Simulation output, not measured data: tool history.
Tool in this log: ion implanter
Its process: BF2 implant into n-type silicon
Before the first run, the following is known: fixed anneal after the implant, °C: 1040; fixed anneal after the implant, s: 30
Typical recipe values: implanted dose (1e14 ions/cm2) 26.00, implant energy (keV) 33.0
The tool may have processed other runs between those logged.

run   hour  implanted dose (1e14 ions/cm2)  implant energy (keV)  wafers since the last listed run  hours since the last dose calibration  hours since the extraction supply was calibrated  hours since the gauge calibration  read-back reference wafer on the same gauge, sheet resistance  sheet resistance of the implanted and annealed layer (ohm/square)
  1    0.0                           23.74                  33.0                                 0                                 1975.9                                            2418.8                              140.9                                                          77.02                                                              89.26
  2   16.6                           26.00                  33.0                               299                                 1992.5                                            2435.4                              157.5                                                          77.00                                                              87.79
  3   26.2                           26.00                  33.0                               173                                 2002.1                                            2445.0                              167.1                                                          77.01                                                              87.91
  4   33.3                           26.00                  33.0                               128                                 2009.2                                            2452.1                              174.2                                                          77.01                                                              87.88
  5   44.1                           22.27                  33.0                               195                                 2020.0                                            2462.9                              185.0                                                          77.01                                                              90.13
  6   58.6                           22.27                  33.0                               262                                 2034.5                                            2477.4                              199.5                                                          76.99                                                              90.14
  7   75.6                           22.27                  33.0                               307                                 2051.5                                            2494.4                              216.5                                                          76.99                                                              90.26
  8   85.5                           26.00                  33.0                               178                                 2061.4                                            2504.3                              226.4                                                          77.00                                                              87.96
  9   99.2                           31.08                  33.0                               247                                 2075.1                                            2518.0                              240.1                                                          77.02                                                              86.38
     108.9  -- gauge calibrated
 10  110.8                           26.00                  40.0                               209                                 2086.7                                            2529.6                                1.9                                                          76.98                                                              81.39
     120.1  -- extraction supply calibrated
 11  125.2                           26.00                  40.0                               115                                 2101.1                                               5.1                               16.3                                                          76.99                                                              81.40
 12  132.2                           31.17                  37.5                               126                                 2108.1                                              12.1                               23.3                                                          77.01                                                              81.89
 13  148.4                           18.32                  38.5                               292                                 2124.3                                              28.3                               39.5                                                          76.98                                                              89.26
 14  163.3                           32.88                  36.0                               269                                 2139.2                                              43.2                               54.4                                                          77.00                                                              82.83
 15  172.2                           26.00                  42.5                               160                                 2148.1                                              52.1                               63.3                                                          76.99                                                              79.34
 16  179.6                           31.17                  37.5                               133                                 2155.5                                              59.5                               70.7                                                          76.99                                                              81.76
 17  189.0                           30.38                  41.5                               169                                 2164.9                                              68.9                               80.1                                                          77.02                                                              78.35
 18  200.5                           26.00                  43.0                               207                                 2176.4                                              80.4                               91.6                                                          76.99                                                              79.06
 19  211.6                           18.39                  38.0                               200                                 2187.5                                              91.5                              102.7                                                          77.00                                                              89.49
     222.4  -- Faraday cup replaced and dose calibrated
 20  222.9                           26.00                  22.0                                59                                    0.5                                             102.8                              114.0                                                          77.01                                                             101.13
 21  236.3                           22.49                  43.5                               242                                   13.9                                             116.2                              127.4                                                          77.01                                                              81.06
 22  250.7                           26.00                  33.0                               260                                   28.3                                             130.6                              141.8                                                          77.00                                                              88.01
 23  267.9                           33.79                  30.0                               310                                   45.5                                             147.8                              159.0                                                          77.00                                                              89.05
 24  279.8                           20.07                  42.5                               215                                   57.4                                             159.7                              170.9                                                          76.99                                                              84.21

Each row is a separate what-if for the run after 24, all from the same tool condition, not one after another. Results?
  A  280.2                           28.01                  33.0                                 7                                   57.8                                             160.1                              171.3                                                              ?                                                                  ?
  B  280.2                           23.54                  38.5                                 7                                   57.8                                             160.1                              171.3                                                              ?                                                                  ?
  C  280.2                           33.18                  36.5                                 7                                   57.8                                             160.1                              171.3                                                              ?                                                                  ?
  D  280.2                           31.16                  40.5                                 7                                   57.8                                             160.1                              171.3                                                              ?                                                                  ?

run  read-back reference wafer on the same gauge, sheet resistance  sheet resistance of the implanted and annealed layer (ohm/square)
  A                                                          76.98                                                              87.05
  B                                                          76.98                                                              83.97
  C                                                          76.98                                                              82.11
  D                                                          76.98                                                              78.94
Stripped of hidden state, with their random variation kept, the same runs would have yielded:
run  sheet resistance of the implanted and annealed layer (ohm/square)
  A                                                              87.05
  B                                                              83.97
  C                                                              82.11
  D                                                              78.94

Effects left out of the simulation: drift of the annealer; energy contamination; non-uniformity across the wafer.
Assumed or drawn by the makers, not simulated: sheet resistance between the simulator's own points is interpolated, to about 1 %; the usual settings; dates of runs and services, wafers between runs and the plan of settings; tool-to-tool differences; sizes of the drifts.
